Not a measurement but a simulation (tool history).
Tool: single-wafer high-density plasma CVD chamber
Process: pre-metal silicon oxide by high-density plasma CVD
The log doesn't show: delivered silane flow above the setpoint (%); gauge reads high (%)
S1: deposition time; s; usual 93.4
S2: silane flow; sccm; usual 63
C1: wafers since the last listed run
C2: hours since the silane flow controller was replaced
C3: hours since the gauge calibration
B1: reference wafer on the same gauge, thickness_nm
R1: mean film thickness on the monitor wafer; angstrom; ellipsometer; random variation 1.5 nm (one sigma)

Run 1, hour 0: usual settings but S1 108 s, S2 60 sccm; C1 0; C2 3379; C3 391.8; B1 690.191. Result: R1 6597.17 angstrom.
Run 2, hour 33.1: usual settings but S1 108 s, S2 60 sccm; C1 631; C2 3412.1; C3 424.9; B1 690.17. Result: R1 6600.62 angstrom.
Run 3, hour 66.2: usual settings; C1 631; C2 3445.2; C3 458; B1 689.85. Result: R1 5993.94 angstrom.
At hour 71: gauge calibrated.
Run 4, hour 112.3: usual settings; C1 879; C2 3491.3; C3 41.3; B1 689.864. Result: R1 5942.86 angstrom.
Run 5, hour 126.8: usual settings; C1 276; C2 3505.8; C3 55.8; B1 690.001. Result: R1 5967.94 angstrom.
Run 6, hour 146: usual settings but S2 53 sccm; C1 366; C2 3525; C3 75; B1 689.495. Result: R1 5025.05 angstrom.
Run 7, hour 158.6: usual settings; C1 240; C2 3537.6; C3 87.6; B1 690.399. Result: R1 5997.77 angstrom.
Run 8, hour 183.3: usual settings but S1 99.2 s; C1 471; C2 3562.3; C3 112.3; B1 689.954. Result: R1 6354.5 angstrom.
Run 9, hour 207.9: usual settings but S1 99.2 s; C1 469; C2 3586.9; C3 136.9; B1 689.574. Result: R1 6357.23 angstrom.
Run 10, hour 234: usual settings but S1 99.2 s; C1 498; C2 3613; C3 163; B1 689.716. Result: R1 6342.69 angstrom.
Run 11, hour 262.6: usual settings; C1 545; C2 3641.6; C3 191.6; B1 690.121. Result: R1 6002.56 angstrom.
Run 12, hour 289.4: usual settings but S1 88 s; C1 511; C2 3668.4; C3 218.4; B1 689.41. Result: R1 5624.67 angstrom.
Run 13, hour 302.2: usual settings but S1 88 s; C1 244; C2 3681.2; C3 231.2; B1 690.214. Result: R1 5602.5 angstrom.
Run 14, hour 327.6: usual settings but S1 105.6 s, S2 56 sccm; C1 484; C2 3706.6; C3 256.6; B1 689.729. Result: R1 6023.92 angstrom.
At hour 367.5: silane flow controller replaced.
Run 15, hour 368: usual settings but S1 78.7 s; C1 618; C2 0.5; C3 297; B1 689.479. Result: R1 5036.71 angstrom.
Run 16, hour 391.7: usual settings but S1 86.5 s, S2 56 sccm; C1 452; C2 24.2; C3 320.7; B1 690.387. Result: R1 4915.35 angstrom.
Run 17, hour 420.7: usual settings but S1 87.7 s, S2 69 sccm; C1 553; C2 53.2; C3 349.7; B1 689.824. Result: R1 6136.96 angstrom.
Run 18, hour 434.3: usual settings but S1 103.1 s, S2 55 sccm; C1 259; C2 66.8; C3 363.3; B1 689.478. Result: R1 5766.54 angstrom.
Run 19, hour 463.2: usual settings but S1 88.3 s, S2 68 sccm; C1 551; C2 95.7; C3 392.2; B1 690.265. Result: R1 6093.69 angstrom.
Run 20, hour 491.9: usual settings but S1 79.6 s; C1 547; C2 124.4; C3 420.9; B1 690.097. Result: R1 5088.02 angstrom.
At hour 499.8: gauge calibrated.
Run 21, hour 508.4: usual settings but S1 109 s, S2 57 sccm; C1 314; C2 140.9; C3 8.6; B1 689.932. Result: R1 6305.74 angstrom.
Run 22, hour 535: usual settings but S1 101.3 s; C1 507; C2 167.5; C3 35.2; B1 690.568. Result: R1 6467.32 angstrom.

The next listed run, before its measurement:
Run 23, hour 570.2: usual settings; C1 671; C2 202.7; C3 70.4; B1 ?. Result: R1 ?.

Run 23 gave B1 689.814, R1 5982.34 angstrom.
Without the tool's hidden state the same run would have given R1 5982.34 angstrom.
